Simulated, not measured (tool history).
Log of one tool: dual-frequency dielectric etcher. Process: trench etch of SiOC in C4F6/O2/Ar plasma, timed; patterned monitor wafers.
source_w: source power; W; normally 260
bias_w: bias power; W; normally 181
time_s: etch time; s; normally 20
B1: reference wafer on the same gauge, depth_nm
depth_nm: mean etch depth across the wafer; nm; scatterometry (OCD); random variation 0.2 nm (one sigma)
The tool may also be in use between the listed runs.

Run 1, day 0: usual settings; B1 32.02. Result: depth_nm 30.81 nm.
At day 1.367: wet clean of the chamber.
Run 2, day 1.388: usual settings; B1 32.01. Result: depth_nm 30.54 nm.
Run 3, day 2.154: usual settings; B1 32.01. Result: depth_nm 30.35 nm.
Run 4, day 3.238: usual settings but time_s 24.5 s; B1 32. Result: depth_nm 37.46 nm.
At day 4.671: bias power generator calibrated.
Run 5, day 4.692: usual settings; B1 31.93. Result: depth_nm 30.54 nm.
At day 6: upper electrode replaced.
Run 6, day 7.308: usual settings; B1 32.02. Result: depth_nm 30.6 nm.
Run 7, day 8.738: usual settings but bias_w 157 W; B1 32. Result: depth_nm 29.74 nm.
Run 8, day 9.412: usual settings; B1 31.98. Result: depth_nm 30.89 nm.
Run 9, day 10.192: usual settings; B1 31.97. Result: depth_nm 30.68 nm.
At day 10.65: source power generator calibrated.
Run 10, day 11.133: usual settings; B1 32.01. Result: depth_nm 30.92 nm.
Run 11, day 11.904: usual settings but source_w 230 W; B1 32.01. Result: depth_nm 29.39 nm.
Run 12, day 12.421: usual settings but source_w 230 W, bias_w 147 W; B1 31.96. Result: depth_nm 27.52 nm.
At day 13.1: gauge calibrated.
Run 13, day 13.567: usual settings but time_s 16 s; B1 32.06. Result: depth_nm 24.33 nm.
Run 14, day 14.904: usual settings but source_w 210 W; B1 32.01. Result: depth_nm 27.95 nm.
Run 15, day 16.075: usual settings; B1 32.05. Result: depth_nm 30.54 nm.
Run 16, day 16.779: usual settings but bias_w 152 W; B1 31.95. Result: depth_nm 29.16 nm.
Run 17, day 18.238: usual settings but source_w 220 W, bias_w 156 W, time_s 15 s; B1 32. Result: depth_nm 20.63 nm.
Run 18, day 20.15: usual settings; B1 31.99. Result: depth_nm 30.8 nm.
Run 19, day 21.433: usual settings; B1 32.01. Result: depth_nm 30.6 nm.
At day 23.117: wet clean of the chamber.
Run 20, day 23.138: usual settings but source_w 230 W, bias_w 202 W, time_s 18.5 s; B1 32.01. Result: depth_nm 28.03 nm.
Run 21, day 23.262: usual settings but source_w 220 W, bias_w 138 W, time_s 26 s; B1 31.99. Result: depth_nm 34.73 nm.
Run 22, day 23.917: usual settings but source_w 310 W, bias_w 140 W, time_s 25.5 s; B1 32.03. Result: depth_nm 39.51 nm.
Run 23, day 25.333: usual settings but bias_w 139 W; B1 32.03. Result: depth_nm 28.48 nm.
Run 24, day 26.75: usual settings but source_w 240 W, bias_w 151 W; B1 32. Result: depth_nm 27.79 nm.
Run 25, day 28.038: usual settings but bias_w 162 W, time_s 17.5 s; B1 32.01. Result: depth_nm 26.06 nm.
Run 26, day 31.967: usual settings but bias_w 203 W, time_s 22 s; B1 32.01. Result: depth_nm 34.62 nm.
Run 27, day 32.646: usual settings but source_w 290 W, bias_w 215 W, time_s 17 s; B1 32. Result: depth_nm 28.67 nm.
Run 28, day 34.058: usual settings but source_w 300 W, bias_w 217 W, time_s 17.5 s; B1 32. Result: depth_nm 30.2 nm.
Run 29, day 34.971: usual settings but source_w 210 W, bias_w 219 W, time_s 22 s; B1 32.03. Result: depth_nm 32.9 nm.
Run 30, day 36.112: usual settings; B1 32. Result: depth_nm 31.01 nm.
Run 31, day 36.862: usual settings but time_s 17 s; B1 31.99. Result: depth_nm 25.97 nm.

Give the tool's hidden conditions for every run:
etch rate over this chamber's usual, %: 0 at every run
source power that arrives over what is set, %: 0 at every run
bias power that arrives over what is set, %: 0 at every run
gauge reads high (%): 0 at every run
